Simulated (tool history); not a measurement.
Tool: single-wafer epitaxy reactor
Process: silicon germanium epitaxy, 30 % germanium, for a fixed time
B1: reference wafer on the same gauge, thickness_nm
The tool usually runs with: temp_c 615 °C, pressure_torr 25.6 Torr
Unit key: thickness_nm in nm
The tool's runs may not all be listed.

run 1 hour=0 | temp_c=615 pressure_torr=25.6 | B1=93.834 | thickness_nm=85.056
run 2 hour=17.8 | temp_c=615 pressure_torr=25.6 | B1=93.971 | thickness_nm=85.551
run 3 hour=34.5 | temp_c=615 pressure_torr=25.6 | B1=93.849 | thickness_nm=85.709
run 4 hour=63.3 | temp_c=622 pressure_torr=27.5 | B1=93.881 | thickness_nm=96.938
run 5 hour=77.3 | temp_c=615 pressure_torr=27.8 | B1=93.85 | thickness_nm=87.606
run 6 hour=102.4 | temp_c=615 pressure_torr=25.6 | B1=93.882 | thickness_nm=85.641
run 7 hour=132.6 | temp_c=615 pressure_torr=25.6 | B1=93.907 | thickness_nm=85.202
run 8 hour=152.6 | temp_c=615 pressure_torr=25.6 | B1=93.879 | thickness_nm=84.956
run 9 hour=182.7 | temp_c=615 pressure_torr=25.6 | B1=93.903 | thickness_nm=85.178
run 10 hour=202.6 | temp_c=615 pressure_torr=25.6 | B1=93.927 | thickness_nm=85.373
run 11 hour=230.2 | temp_c=615 pressure_torr=25.6 | B1=93.861 | thickness_nm=85.317
run 12 hour=254.7 | temp_c=615 pressure_torr=25.6 | B1=93.872 | thickness_nm=85.531
run 13 hour=287.3 | temp_c=615 pressure_torr=25.6 | B1=93.973 | thickness_nm=85.544
run 14 hour=313.4 | temp_c=630 pressure_torr=30.2 | B1=93.914 | thickness_nm=112.583
-- hour=332.1 pyrometer calibrated
-- hour=346.7 showerhead replaced
run 15 hour=347.2 | temp_c=624 pressure_torr=30.4 | B1=93.904 | thickness_nm=103.301
-- hour=369.5 gauge calibrated
run 16 hour=370.7 | temp_c=615 pressure_torr=31.2 | B1=93.87 | thickness_nm=90.555

For run 17, what comes out?
run 17 hour=397.2 | temp_c=615 pressure_torr=31.2 | B1=? | thickness_nm=?

Run 17 produced B1 93.883, thickness_nm 90.712 nm.
On a tool with no hidden condition, and with the same random variation, this run would have come out at thickness_nm 90.712 nm.

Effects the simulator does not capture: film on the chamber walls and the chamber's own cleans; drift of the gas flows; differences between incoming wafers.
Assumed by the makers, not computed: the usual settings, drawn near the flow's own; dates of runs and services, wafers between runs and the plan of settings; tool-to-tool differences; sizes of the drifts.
